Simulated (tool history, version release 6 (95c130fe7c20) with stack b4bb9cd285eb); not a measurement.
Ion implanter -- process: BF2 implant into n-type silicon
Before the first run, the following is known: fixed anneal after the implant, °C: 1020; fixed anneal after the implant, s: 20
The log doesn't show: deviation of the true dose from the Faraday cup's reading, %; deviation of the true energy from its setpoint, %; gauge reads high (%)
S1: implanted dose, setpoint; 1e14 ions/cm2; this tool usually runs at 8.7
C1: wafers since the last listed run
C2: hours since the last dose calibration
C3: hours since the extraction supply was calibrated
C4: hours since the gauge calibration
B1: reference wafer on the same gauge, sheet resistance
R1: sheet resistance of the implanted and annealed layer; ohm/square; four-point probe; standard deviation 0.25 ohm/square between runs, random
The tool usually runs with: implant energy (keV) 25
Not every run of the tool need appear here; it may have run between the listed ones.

Run 1, hour 0: usual settings but implant energy (keV) 20; C1 0; C2 2339.2; C3 7215.2; C4 168.9; B1 175.09. Result: R1 175.72 ohm/square.
Run 2, hour 10.1: usual settings but implant energy (keV) 20; C1 158; C2 2349.3; C3 7225.3; C4 179; B1 175.03. Result: R1 175.94 ohm/square.
Run 3, hour 16.8: usual settings but implant energy (keV) 20; C1 104; C2 2356; C3 7232; C4 185.7; B1 175.03. Result: R1 176.1 ohm/square.
Run 4, hour 32: usual settings; C1 238; C2 2371.2; C3 7247.2; C4 200.9; B1 175. Result: R1 164.58 ohm/square.
Run 5, hour 45.2: usual settings but S1 10.45 1e14 ions/cm2; C1 206; C2 2384.4; C3 7260.4; C4 214.1; B1 174.98. Result: R1 150.41 ohm/square.
Run 6, hour 55.2: usual settings but S1 10.58 1e14 ions/cm2; C1 156; C2 2394.4; C3 7270.4; C4 224.1; B1 174.99. Result: R1 149.49 ohm/square.
Run 7, hour 65.5: usual settings but S1 10.58 1e14 ions/cm2; C1 161; C2 2404.7; C3 7280.7; C4 234.4; B1 175.01. Result: R1 148.82 ohm/square.
Run 8, hour 71.7: usual settings; C1 97; C2 2410.9; C3 7286.9; C4 240.6; B1 174.91. Result: R1 164.42 ohm/square.
Run 9, hour 86.4: usual settings; C1 230; C2 2425.6; C3 7301.6; C4 255.3; B1 174.98. Result: R1 164.92 ohm/square.
Run 10, hour 101.5: usual settings; C1 236; C2 2440.7; C3 7316.7; C4 270.4; B1 175. Result: R1 164.95 ohm/square.
At hour 112.3: Faraday cup replaced and dose calibrated.
Run 11, hour 115.8: usual settings but S1 10.05 1e14 ions/cm2, implant energy (keV) 21; C1 98; C2 3.5; C3 7331; C4 284.7; B1 175.06. Result: R1 162.17 ohm/square.
Run 12, hour 123.2: usual settings but S1 10.05 1e14 ions/cm2, implant energy (keV) 21; C1 115; C2 10.9; C3 7338.4; C4 292.1; B1 175.03. Result: R1 161.83 ohm/square.
Run 13, hour 134.9: usual settings but implant energy (keV) 19; C1 183; C2 22.6; C3 7350.1; C4 303.8; B1 175.04. Result: R1 178.71 ohm/square.
Run 14, hour 146.2: usual settings; C1 176; C2 33.9; C3 7361.4; C4 315.1; B1 175.1. Result: R1 164.32 ohm/square.
Run 15, hour 163.2: usual settings; C1 266; C2 50.9; C3 7378.4; C4 332.1; B1 175.02. Result: R1 164.67 ohm/square.
Run 16, hour 175.2: usual settings but S1 7.9 1e14 ions/cm2; C1 187; C2 62.9; C3 7390.4; C4 344.1; B1 174.93. Result: R1 173.87 ohm/square.
At hour 181.5: gauge calibrated.
At hour 183.8: extraction supply calibrated.
Run 17, hour 222.4: usual settings; C1 613; C2 110.1; C3 38.6; C4 40.9; B1 175.04. Result: R1 164.71 ohm/square.
Run 18, hour 244.2: usual settings but S1 11.23 1e14 ions/cm2, implant energy (keV) 17.5; C1 341; C2 131.9; C3 60.4; C4 62.7; B1 175.07. Result: R1 164.95 ohm/square.
Run 19, hour 260.5: usual settings but implant energy (keV) 22; C1 255; C2 148.2; C3 76.7; C4 79; B1 175.04. Result: R1 170.82 ohm/square.

The next listed run, before its measurement:
Run 20, hour 276.2: usual settings but implant energy (keV) 20.5; C1 245; C2 163.9; C3 92.4; C4 94.7; B1 ?. Result: R1 ?.

Logged for run 20: B1 175.06, R1 174.27 ohm/square.
With the hidden condition absent and the run-to-run variation left alone, this run would have shown R1 174.27 ohm/square.

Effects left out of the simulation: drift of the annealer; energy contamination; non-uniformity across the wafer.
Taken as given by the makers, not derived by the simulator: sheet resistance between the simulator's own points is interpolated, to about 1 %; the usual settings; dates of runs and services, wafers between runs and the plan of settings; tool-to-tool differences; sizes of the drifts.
